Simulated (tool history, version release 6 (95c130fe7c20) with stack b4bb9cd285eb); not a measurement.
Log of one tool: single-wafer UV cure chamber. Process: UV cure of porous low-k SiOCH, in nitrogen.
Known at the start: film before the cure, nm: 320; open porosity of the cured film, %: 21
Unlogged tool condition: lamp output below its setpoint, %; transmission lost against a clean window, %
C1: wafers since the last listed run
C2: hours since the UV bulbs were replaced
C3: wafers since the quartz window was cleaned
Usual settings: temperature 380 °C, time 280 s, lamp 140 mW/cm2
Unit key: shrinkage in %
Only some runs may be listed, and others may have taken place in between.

{"run": 1, "day": 0.0, "temperature": 388, "time": 280, "lamp": 140, "C1": 0, "C2": 1620.1, "C3": 2083, "shrinkage": 13.999}
{"run": 2, "day": 2.5, "temperature": 371, "time": 390, "lamp": 140, "C1": 226, "C2": 1680.1, "C3": 2309, "shrinkage": 15.475}
{"run": 3, "day": 4.908, "temperature": 371, "time": 390, "lamp": 140, "C1": 217, "C2": 1737.9, "C3": 2527, "shrinkage": 14.855}
{"run": 4, "day": 7.771, "temperature": 396, "time": 350, "lamp": 140, "C1": 258, "C2": 1806.6, "C3": 2786, "shrinkage": 14.721}
{"run": 5, "day": 9.375, "temperature": 380, "time": 280, "lamp": 140, "C1": 145, "C2": 1845.1, "C3": 2931, "shrinkage": 13.531}
{"run": 6, "day": 10.4, "temperature": 380, "time": 280, "lamp": 140, "C1": 92, "C2": 1869.7, "C3": 3023, "shrinkage": 13.477}
{"run": 7, "day": 12.033, "temperature": 380, "time": 245, "lamp": 140, "C1": 147, "C2": 1908.9, "C3": 3171, "shrinkage": 13.008}
{"run": 8, "day": 13.4, "temperature": 380, "time": 245, "lamp": 140, "C1": 123, "C2": 1941.7, "C3": 3295, "shrinkage": 12.569}
{"run": 9, "day": 15.479, "temperature": 380, "time": 280, "lamp": 140, "C1": 187, "C2": 1991.6, "C3": 3483, "shrinkage": 13.162}
{"day": 17.779, "done": "quartz window cleaned"}
{"run": 10, "day": 18.138, "temperature": 380, "time": 280, "lamp": 140, "C1": 210, "C2": 2055.4, "C3": 32, "shrinkage": 14.089}
{"run": 11, "day": 20.379, "temperature": 380, "time": 280, "lamp": 140, "C1": 202, "C2": 2109.2, "C3": 235, "shrinkage": 13.963}
{"run": 12, "day": 23.146, "temperature": 380, "time": 280, "lamp": 140, "C1": 250, "C2": 2175.6, "C3": 485, "shrinkage": 14.345}
{"day": 24.108, "done": "UV bulbs replaced"}
{"run": 13, "day": 24.392, "temperature": 380, "time": 280, "lamp": 140, "C1": 82, "C2": 6.8, "C3": 567, "shrinkage": 14.304}
{"run": 14, "day": 26.217, "temperature": 368, "time": 280, "lamp": 173, "C1": 165, "C2": 50.6, "C3": 732, "shrinkage": 15.151}
{"run": 15, "day": 27.554, "temperature": 372, "time": 395, "lamp": 155, "C1": 120, "C2": 82.7, "C3": 853, "shrinkage": 15.715}
{"run": 16, "day": 29.942, "temperature": 380, "time": 280, "lamp": 140, "C1": 215, "C2": 140, "C3": 1069, "shrinkage": 13.71}
{"run": 17, "day": 32.2, "temperature": 373, "time": 190, "lamp": 140, "C1": 204, "C2": 194.2, "C3": 1273, "shrinkage": 12.153}
{"run": 18, "day": 35.2, "temperature": 397, "time": 280, "lamp": 140, "C1": 271, "C2": 266.2, "C3": 1544, "shrinkage": 14.065}
{"run": 19, "day": 37.658, "temperature": 389, "time": 335, "lamp": 101, "C1": 222, "C2": 325.2, "C3": 1767, "shrinkage": 13.213}
{"run": 20, "day": 38.775, "temperature": 373, "time": 190, "lamp": 140, "C1": 100, "C2": 352, "C3": 1868, "shrinkage": 11.959}
{"run": 21, "day": 41.183, "temperature": 363, "time": 170, "lamp": 168, "C1": 217, "C2": 409.8, "C3": 2085, "shrinkage": 11.618}
{"run": 22, "day": 42.667, "temperature": 392, "time": 220, "lamp": 111, "C1": 134, "C2": 445.4, "C3": 2220, "shrinkage": 12.115}
{"run": 23, "day": 45.8, "temperature": 380, "time": 160, "lamp": 102, "C1": 283, "C2": 520.6, "C3": 2503, "shrinkage": 9.639}
{"run": 24, "day": 48.054, "temperature": 380, "time": 160, "lamp": 102, "C1": 203, "C2": 574.7, "C3": 2707, "shrinkage": 9.521}
{"run": 25, "day": 50.958, "temperature": 380, "time": 280, "lamp": 140, "C1": 262, "C2": 644.4, "C3": 2969, "shrinkage": 13.444}
{"run": 26, "day": 53.529, "temperature": 398, "time": 280, "lamp": 140, "C1": 232, "C2": 706.1, "C3": 3202, "shrinkage": 13.481}
{"run": 27, "day": 56.462, "temperature": 380, "time": 280, "lamp": 140, "C1": 265, "C2": 776.5, "C3": 3467, "shrinkage": 13.504}

Predict each of these 3 candidate next runs independently; none follows another, all start after run 27:
{"run": "A", "day": 56.483, "temperature": 400, "time": 280, "lamp": 140, "C1": 1, "C2": 777, "C3": 3469, "shrinkage": "?"}
{"run": "B", "day": 56.483, "temperature": 370, "time": 280, "lamp": 140, "C1": 1, "C2": 777, "C3": 3469, "shrinkage": "?"}
{"run": "C", "day": 56.483, "temperature": 372, "time": 205, "lamp": 167, "C1": 1, "C2": 777, "C3": 3469, "shrinkage": "?"}

run=A shrinkage=13.543
run=B shrinkage=12.968
run=C shrinkage=12.37
Without the tool's unlogged condition, the same runs would have read:
run=A shrinkage=14.552
run=B shrinkage=13.968
run=C shrinkage=13.359
